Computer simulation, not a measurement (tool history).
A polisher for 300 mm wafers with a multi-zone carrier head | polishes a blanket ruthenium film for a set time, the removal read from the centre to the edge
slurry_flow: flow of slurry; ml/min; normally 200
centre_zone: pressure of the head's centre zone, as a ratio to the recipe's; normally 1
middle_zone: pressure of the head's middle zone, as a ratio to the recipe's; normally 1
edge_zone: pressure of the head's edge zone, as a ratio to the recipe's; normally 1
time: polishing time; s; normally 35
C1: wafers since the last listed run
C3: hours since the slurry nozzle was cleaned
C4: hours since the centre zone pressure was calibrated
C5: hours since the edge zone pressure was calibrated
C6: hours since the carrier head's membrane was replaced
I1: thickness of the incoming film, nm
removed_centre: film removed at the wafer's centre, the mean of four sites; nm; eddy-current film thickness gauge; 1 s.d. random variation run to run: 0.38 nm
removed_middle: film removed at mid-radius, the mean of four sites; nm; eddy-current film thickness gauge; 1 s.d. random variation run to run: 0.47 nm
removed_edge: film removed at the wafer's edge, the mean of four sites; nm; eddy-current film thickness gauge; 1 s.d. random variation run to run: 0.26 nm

{"run": 1, "hour": 0.0, "slurry_flow": 200, "centre_zone": 1, "middle_zone": 0.94, "edge_zone": 1, "time": 39, "C1": 0, "wafers polished on this pad": 3192, "C3": 164.9, "C4": 821.9, "C5": 346.1, "C6": 1194, "I1": 579.2, "removed_centre": 43.5, "removed_middle": 42.5, "removed_edge": 46}
{"run": 2, "hour": 91.3, "slurry_flow": 200, "centre_zone": 1, "middle_zone": 1, "edge_zone": 1, "time": 35, "C1": 1740, "wafers polished on this pad": 4933, "C3": 256.2, "C4": 913.2, "C5": 437.4, "C6": 1285.3, "I1": 586.6, "removed_centre": 39.7, "removed_middle": 40.2, "removed_edge": 40.9}
{"run": 3, "hour": 151.1, "slurry_flow": 200, "centre_zone": 1, "middle_zone": 1, "edge_zone": 1, "time": 35, "C1": 1139, "wafers polished on this pad": 6073, "C3": 316, "C4": 973, "C5": 497.2, "C6": 1345.1, "I1": 588, "removed_centre": 39.2, "removed_middle": 39.5, "removed_edge": 40.8}
{"hour": 185.4, "done": "centre zone pressure recalibrated"}
{"run": 4, "hour": 236.4, "slurry_flow": 200, "centre_zone": 1, "middle_zone": 1, "edge_zone": 1, "time": 35, "C1": 1587, "wafers polished on this pad": 7661, "C3": 401.3, "C4": 51, "C5": 582.5, "C6": 1430.4, "I1": 582.3, "removed_centre": 38.6, "removed_middle": 40.4, "removed_edge": 41.1}
{"run": 5, "hour": 331.2, "slurry_flow": 200, "centre_zone": 1, "middle_zone": 1, "edge_zone": 1, "time": 35, "C1": 1807, "wafers polished on this pad": 9468, "C3": 496.1, "C4": 145.8, "C5": 677.3, "C6": 1525.2, "I1": 586.8, "removed_centre": 38.5, "removed_middle": 39.1, "removed_edge": 41.1}
{"hour": 392.9, "done": "slurry nozzle cleaned"}
{"hour": 406.6, "done": "carrier head's membrane replaced by a new one"}
{"run": 6, "hour": 417.0, "slurry_flow": 245, "centre_zone": 1, "middle_zone": 1, "edge_zone": 1, "time": 39, "C1": 1521, "wafers polished on this pad": 10989, "C3": 24.1, "C4": 231.6, "C5": 763.1, "C6": 10.4, "I1": 594.8, "removed_centre": 44.9, "removed_middle": 46.2, "removed_edge": 46.9}
{"hour": 436.2, "done": "worn pad replaced by a new one"}
{"hour": 506.5, "done": "edge zone pressure recalibrated"}
{"run": 7, "hour": 700.7, "slurry_flow": 260, "centre_zone": 1.03, "middle_zone": 1, "edge_zone": 1, "time": 35, "C1": 5293, "wafers polished on this pad": 5003, "C3": 307.8, "C4": 515.3, "C5": 194.2, "C6": 294.1, "I1": 603.1, "removed_centre": 41.8, "removed_middle": 41, "removed_edge": 41.8}
{"run": 8, "hour": 741.5, "slurry_flow": 200, "centre_zone": 1.09, "middle_zone": 0.9, "edge_zone": 1, "time": 47, "C1": 777, "wafers polished on this pad": 5781, "C3": 348.6, "C4": 556.1, "C5": 235, "C6": 334.9, "I1": 589.3, "removed_centre": 57.3, "removed_middle": 50, "removed_edge": 55.1}
{"run": 9, "hour": 841.3, "slurry_flow": 175, "centre_zone": 1, "middle_zone": 1.08, "edge_zone": 1, "time": 35, "C1": 1902, "wafers polished on this pad": 7683, "C3": 448.4, "C4": 655.9, "C5": 334.8, "C6": 434.7, "I1": 602.1, "removed_centre": 38.2, "removed_middle": 41.4, "removed_edge": 40.6}
{"run": 10, "hour": 926.8, "slurry_flow": 200, "centre_zone": 1.04, "middle_zone": 0.9, "edge_zone": 1.04, "time": 35, "C1": 1629, "wafers polished on this pad": 9313, "C3": 533.9, "C4": 741.4, "C5": 420.3, "C6": 520.2, "I1": 591.2, "removed_centre": 40.1, "removed_middle": 36.8, "removed_edge": 41.4}
{"run": 11, "hour": 979.8, "slurry_flow": 220, "centre_zone": 1, "middle_zone": 1.04, "edge_zone": 1, "time": 35, "C1": 1010, "wafers polished on this pad": 10323, "C3": 586.9, "C4": 794.4, "C5": 473.3, "C6": 573.2, "I1": 581.4, "removed_centre": 38.9, "removed_middle": 41.2, "removed_edge": 40.5}
{"hour": 1017.1, "done": "centre zone pressure recalibrated"}
{"run": 12, "hour": 1075.2, "slurry_flow": 200, "centre_zone": 1, "middle_zone": 1, "edge_zone": 1, "time": 35, "C1": 1780, "wafers polished on this pad": 12104, "C3": 682.3, "C4": 58.1, "C5": 568.7, "C6": 668.6, "I1": 590.3, "removed_centre": 37.3, "removed_middle": 38.4, "removed_edge": 40.2}
{"hour": 1077.8, "done": "slurry nozzle cleaned"}
{"run": 13, "hour": 1132.2, "slurry_flow": 160, "centre_zone": 1, "middle_zone": 1, "edge_zone": 1, "time": 35, "C1": 1067, "wafers polished on this pad": 13171, "C3": 54.4, "C4": 115.1, "C5": 625.7, "C6": 725.6, "I1": 578.7, "removed_centre": 37.9, "removed_middle": 40, "removed_edge": 40.3}
{"hour": 1144.1, "done": "worn pad replaced by a new one"}
{"hour": 1392.0, "done": "edge zone pressure recalibrated"}
{"run": 14, "hour": 1455.5, "slurry_flow": 200, "centre_zone": 1, "middle_zone": 0.91, "edge_zone": 1, "time": 35, "C1": 6048, "wafers polished on this pad": 5898, "C3": 377.7, "C4": 438.4, "C5": 63.5, "C6": 1048.9, "I1": 579.4, "removed_centre": 39.2, "removed_middle": 37.4, "removed_edge": 41}
{"run": 15, "hour": 1539.3, "slurry_flow": 200, "centre_zone": 1, "middle_zone": 1, "edge_zone": 1, "time": 35, "C1": 1597, "wafers polished on this pad": 7496, "C3": 461.5, "C4": 522.2, "C5": 147.3, "C6": 1132.7, "I1": 584.4, "removed_centre": 38.5, "removed_middle": 39.1, "removed_edge": 40.9}
{"run": 16, "hour": 1623.4, "slurry_flow": 200, "centre_zone": 1, "middle_zone": 1, "edge_zone": 1, "time": 35, "C1": 1603, "wafers polished on this pad": 9099, "C3": 545.6, "C4": 606.3, "C5": 231.4, "C6": 1216.8, "I1": 601.8, "removed_centre": 38.7, "removed_middle": 39.7, "removed_edge": 40.3}
{"run": 17, "hour": 1701.0, "slurry_flow": 260, "centre_zone": 1.12, "middle_zone": 1, "edge_zone": 1.06, "time": 45, "C1": 1479, "wafers polished on this pad": 10578, "C3": 623.2, "C4": 683.9, "C5": 309, "C6": 1294.4, "I1": 591.3, "removed_centre": 56.7, "removed_middle": 51.8, "removed_edge": 54.2}
{"hour": 1746.7, "done": "slurry nozzle cleaned"}
{"run": 18, "hour": 1791.1, "slurry_flow": 140, "centre_zone": 0.9, "middle_zone": 0.95, "edge_zone": 1, "time": 35, "C1": 1698, "wafers polished on this pad": 12277, "C3": 44.4, "C4": 774, "C5": 399.1, "C6": 1384.5, "I1": 587.2, "removed_centre": 34.6, "removed_middle": 38.1, "removed_edge": 40.1}
{"hour": 1850.1, "done": "worn pad replaced by a new one"}
{"run": 19, "hour": 1894.7, "slurry_flow": 200, "centre_zone": 0.95, "middle_zone": 1, "edge_zone": 1, "time": 35, "C1": 1898, "wafers polished on this pad": 850, "C3": 148, "C4": 877.6, "C5": 502.7, "C6": 1488.1, "I1": 598.6, "removed_centre": 36.7, "removed_middle": 40.3, "removed_edge": 41.2}
{"hour": 1925.3, "done": "centre zone pressure recalibrated"}
{"run": 20, "hour": 1980.9, "slurry_flow": 230, "centre_zone": 1, "middle_zone": 1, "edge_zone": 1, "time": 46, "C1": 1605, "wafers polished on this pad": 2455, "C3": 234.2, "C4": 55.6, "C5": 588.9, "C6": 1574.3, "I1": 583.1, "removed_centre": 52.3, "removed_middle": 54.9, "removed_edge": 54.7}
{"run": 21, "hour": 2080.8, "slurry_flow": 145, "centre_zone": 1, "middle_zone": 1, "edge_zone": 1, "time": 35, "C1": 1904, "wafers polished on this pad": 4359, "C3": 334.1, "C4": 155.5, "C5": 688.8, "C6": 1674.2, "I1": 588.8, "removed_centre": 37.3, "removed_middle": 38.1, "removed_edge": 40.3}

Hidden state or all else? Some run-to-run changes of removed_centre, split into what the settings, what came in and random variation would give without the hidden state, and what is left for the hidden state (with any gauge scatter that isn't in both results):
Hidden state at play: removal rate lost through wear of the pad, %; slurry flow missing at the pad, %; deviation of the centre zone's pressure from its setpoint, %; deviation of the edge zone's pressure from its setpoint, %.
Run 8 -> 9: slurry_flow 200 -> 175, centre_zone 1.09 -> 1, middle_zone 0.9 -> 1.08, time 47 -> 35. removed_centre -19.1 nm: hidden state -0.1, all else -19.
Run 12 -> 13: slurry_flow 200 -> 160, slurry nozzle cleaned. removed_centre +0.6 nm: hidden state +1.7, all else -1.1.
Run 17 -> 18: slurry_flow 260 -> 140, centre_zone 1.12 -> 0.9, middle_zone 1 -> 0.95, edge_zone 1.06 -> 1, time 45 -> 35, slurry nozzle cleaned. removed_centre -22.1 nm: hidden state +2.1, all else -24.2.

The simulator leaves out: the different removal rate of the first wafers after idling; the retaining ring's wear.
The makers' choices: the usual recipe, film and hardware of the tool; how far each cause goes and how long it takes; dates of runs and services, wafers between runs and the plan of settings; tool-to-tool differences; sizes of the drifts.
